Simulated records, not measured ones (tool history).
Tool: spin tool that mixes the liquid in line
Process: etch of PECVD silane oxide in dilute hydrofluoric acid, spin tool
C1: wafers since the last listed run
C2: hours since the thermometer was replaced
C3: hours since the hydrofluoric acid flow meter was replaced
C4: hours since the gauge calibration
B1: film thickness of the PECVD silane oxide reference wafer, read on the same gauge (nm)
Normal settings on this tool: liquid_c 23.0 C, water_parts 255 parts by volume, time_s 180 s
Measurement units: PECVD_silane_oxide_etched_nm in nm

Run 1, day 0.000: usual settings; C1 0; C2 691.2; C3 459.2; C4 159.1; B1 130.00. Result: PECVD_silane_oxide_etched_nm 27.36 nm.
Run 2, day 4.333: usual settings; C1 976; C2 795.2; C3 563.2; C4 263.1; B1 129.96. Result: PECVD_silane_oxide_etched_nm 27.80 nm.
Run 3, day 5.750: usual settings but liquid_c 26.0 C, time_s 125 s; C1 319; C2 829.2; C3 597.2; C4 297.1; B1 130.00. Result: PECVD_silane_oxide_etched_nm 21.40 nm.
Run 4, day 6.946: usual settings but liquid_c 26.0 C, time_s 125 s; C1 269; C2 857.9; C3 625.9; C4 325.8; B1 129.99. Result: PECVD_silane_oxide_etched_nm 21.61 nm.
Run 5, day 8.242: usual settings but liquid_c 26.0 C, time_s 125 s; C1 292; C2 889.0; C3 657.0; C4 356.9; B1 130.00. Result: PECVD_silane_oxide_etched_nm 21.73 nm.
At day 8.312: hydrofluoric acid flow meter replaced.
Run 6, day 9.700: usual settings but time_s 260 s; C1 319; C2 924.0; C3 33.3; C4 391.9; B1 130.00. Result: PECVD_silane_oxide_etched_nm 38.84 nm.
Run 7, day 10.583: usual settings but time_s 260 s; C1 199; C2 945.2; C3 54.5; C4 413.1; B1 130.00. Result: PECVD_silane_oxide_etched_nm 38.96 nm.
Run 8, day 11.658: usual settings; C1 242; C2 971.0; C3 80.3; C4 438.9; B1 130.00. Result: PECVD_silane_oxide_etched_nm 27.10 nm.
Run 9, day 12.708: usual settings; C1 236; C2 996.2; C3 105.5; C4 464.1; B1 130.01. Result: PECVD_silane_oxide_etched_nm 27.13 nm.
At day 12.904: thermometer replaced.
Run 10, day 13.967: usual settings but time_s 270 s; C1 274; C2 25.5; C3 135.7; C4 494.3; B1 130.00. Result: PECVD_silane_oxide_etched_nm 37.69 nm.
At day 14.400: gauge calibrated.
Run 11, day 14.604: usual settings; C1 143; C2 40.8; C3 151.0; C4 4.9; B1 129.99. Result: PECVD_silane_oxide_etched_nm 25.13 nm.
Run 12, day 16.825: usual settings but liquid_c 24.5 C, water_parts 160 parts by volume, time_s 140 s; C1 500; C2 94.1; C3 204.3; C4 58.2; B1 130.02. Result: PECVD_silane_oxide_etched_nm 36.61 nm.
Run 13, day 17.762: usual settings but liquid_c 20.5 C; C1 211; C2 116.6; C3 226.8; C4 80.7; B1 130.01. Result: PECVD_silane_oxide_etched_nm 23.22 nm.
Run 14, day 18.479: usual settings; C1 161; C2 133.8; C3 244.0; C4 97.9; B1 130.00. Result: PECVD_silane_oxide_etched_nm 25.50 nm.
Run 15, day 19.888: usual settings but liquid_c 27.5 C, time_s 105 s; C1 317; C2 167.6; C3 277.8; C4 131.7; B1 130.03. Result: PECVD_silane_oxide_etched_nm 17.44 nm.
Run 16, day 20.512: usual settings but liquid_c 20.5 C, time_s 275 s; C1 140; C2 182.6; C3 292.8; C4 146.7; B1 130.00. Result: PECVD_silane_oxide_etched_nm 35.75 nm.
Run 17, day 21.892: usual settings but water_parts 335 parts by volume; C1 310; C2 215.7; C3 325.9; C4 179.8; B1 129.99. Result: PECVD_silane_oxide_etched_nm 18.18 nm.
Run 18, day 22.796: usual settings; C1 203; C2 237.4; C3 347.6; C4 201.5; B1 130.00. Result: PECVD_silane_oxide_etched_nm 26.03 nm.
Run 19, day 23.675: usual settings but liquid_c 26.0 C, time_s 125 s; C1 198; C2 258.5; C3 368.7; C4 222.6; B1 129.97. Result: PECVD_silane_oxide_etched_nm 20.20 nm.

Had the tool no unlogged condition, and each run kept its random variation, what would the results have been?
Unlogged tool condition in this case: liquid hotter than its thermometer reads (K); hydrofluoric acid flow above the setpoint (%); gauge reads high (%).
run  PECVD_silane_oxide_etched_nm
  1                         24.58
  2                         24.60
  3                         18.89
  4                         18.99
  5                         19.01
  6                         35.31
  7                         35.30
  8                         24.46
  9                         24.41
 10                         36.82
 11                         24.49
 12                         35.40
 13                         22.38
 14                         24.52
 15                         16.69
 16                         34.10
 17                         17.27
 18                         24.64
 19                         19.08
